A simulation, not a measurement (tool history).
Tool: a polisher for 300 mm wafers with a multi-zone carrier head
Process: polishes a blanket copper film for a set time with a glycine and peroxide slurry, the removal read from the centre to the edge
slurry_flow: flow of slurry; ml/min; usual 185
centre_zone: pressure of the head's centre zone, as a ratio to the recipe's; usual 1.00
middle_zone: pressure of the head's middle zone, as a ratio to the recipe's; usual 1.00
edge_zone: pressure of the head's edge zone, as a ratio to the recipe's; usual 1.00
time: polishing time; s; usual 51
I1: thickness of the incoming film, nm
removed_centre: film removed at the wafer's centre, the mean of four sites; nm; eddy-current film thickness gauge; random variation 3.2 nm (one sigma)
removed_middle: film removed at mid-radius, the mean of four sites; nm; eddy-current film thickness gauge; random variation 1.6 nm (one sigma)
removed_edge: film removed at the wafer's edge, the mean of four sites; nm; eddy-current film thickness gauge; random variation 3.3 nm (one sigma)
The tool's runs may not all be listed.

Run 1, hour 0.0: usual settings; I1 1148.2. Result: removed_centre 257.6 nm, removed_middle 240.9 nm, removed_edge 239.8 nm.
At hour 37.2: worn pad replaced by a new one.
At hour 51.0: centre zone pressure recalibrated.
Run 2, hour 107.9: usual settings; I1 1192.7. Result: removed_centre 245.2 nm, removed_middle 252.7 nm, removed_edge 246.6 nm.
At hour 113.6: slurry nozzle cleaned.
Run 3, hour 190.9: usual settings; I1 1158.2. Result: removed_centre 235.5 nm, removed_middle 238.9 nm, removed_edge 231.7 nm.
At hour 223.5: worn pad replaced by a new one.
Run 4, hour 251.3: usual settings; I1 1167.2. Result: removed_centre 254.4 nm, removed_middle 256.0 nm, removed_edge 254.7 nm.
At hour 290.7: edge zone pressure recalibrated.
Run 5, hour 344.2: usual settings but edge_zone 1.07; I1 1167.7. Result: removed_centre 251.2 nm, removed_middle 248.0 nm, removed_edge 256.6 nm.
Run 6, hour 426.6: usual settings but edge_zone 1.07; I1 1170.4. Result: removed_centre 234.1 nm, removed_middle 222.3 nm, removed_edge 229.4 nm.
At hour 433.6: worn pad replaced by a new one.
At hour 458.6: slurry nozzle cleaned.
Run 7, hour 526.6: usual settings but edge_zone 1.07; I1 1194.1. Result: removed_centre 254.2 nm, removed_middle 249.8 nm, removed_edge 247.6 nm.
At hour 606.4: carrier head's membrane replaced by a new one.
Run 8, hour 609.6: usual settings but centre_zone 0.96, edge_zone 0.93; I1 1192.1. Result: removed_centre 240.0 nm, removed_middle 235.1 nm, removed_edge 223.3 nm.
At hour 630.5: worn pad replaced by a new one.
Run 9, hour 671.8: usual settings; I1 1177.5. Result: removed_centre 268.3 nm, removed_middle 254.7 nm, removed_edge 246.9 nm.
Run 10, hour 740.0: usual settings but slurry_flow 145 ml/min, middle_zone 0.92, edge_zone 1.08; I1 1158.4. Result: removed_centre 264.8 nm, removed_middle 223.1 nm, removed_edge 249.2 nm.
At hour 771.7: edge zone pressure recalibrated.
Run 11, hour 789.3: usual settings but middle_zone 1.06, edge_zone 0.92, time 43 s; I1 1169.3. Result: removed_centre 219.3 nm, removed_middle 210.7 nm, removed_edge 184.3 nm.
At hour 800.6: centre zone pressure recalibrated.
At hour 802.6: worn pad replaced by a new one.
At hour 871.4: slurry nozzle cleaned.
Run 12, hour 892.8: usual settings but middle_zone 1.07; I1 1175.0. Result: removed_centre 240.9 nm, removed_middle 260.1 nm, removed_edge 236.0 nm.
Run 13, hour 964.6: usual settings; I1 1164.5. Result: removed_centre 225.5 nm, removed_middle 233.0 nm, removed_edge 224.9 nm.
Run 14, hour 1009.6: usual settings but slurry_flow 130 ml/min; I1 1178.3. Result: removed_centre 201.9 nm, removed_middle 210.1 nm, removed_edge 212.8 nm.

5 ways to go on from here, each from the tool as it stands after run 14. What would each give?
Run A, hour 1010.0: usual settings but centre_zone 1.04; I1 1166.4. Result: removed_centre ?, removed_middle ?, removed_edge ?.
Run B, hour 1010.0: usual settings but slurry_flow 245 ml/min, middle_zone 0.94; I1 1166.4. Result: removed_centre ?, removed_middle ?, removed_edge ?.
Run C, hour 1010.0: usual settings but slurry_flow 160 ml/min, edge_zone 1.04, time 34 s; I1 1166.4. Result: removed_centre ?, removed_middle ?, removed_edge ?.
Run D, hour 1010.0: usual settings but slurry_flow 140 ml/min; I1 1166.4. Result: removed_centre ?, removed_middle ?, removed_edge ?.
Run E, hour 1010.0: usual settings but centre_zone 1.09, middle_zone 1.12; I1 1166.4. Result: removed_centre ?, removed_middle ?, removed_edge ?.

run  removed_centre  removed_middle  removed_edge
  A           230.2           223.4         222.3
  B           228.5           218.8         227.3
  C           144.8           146.5         149.2
  D           213.3           216.4         217.1
  E           241.5           245.2         221.9
Without the tool's hidden state the same runs would have given:
run  removed_centre  removed_middle  removed_edge
  A           268.5           261.1         259.7
  B           266.6           255.7         265.6
  C           168.9           171.2         174.4
  D           248.9           252.8         253.7
  E           281.8           286.5         259.3

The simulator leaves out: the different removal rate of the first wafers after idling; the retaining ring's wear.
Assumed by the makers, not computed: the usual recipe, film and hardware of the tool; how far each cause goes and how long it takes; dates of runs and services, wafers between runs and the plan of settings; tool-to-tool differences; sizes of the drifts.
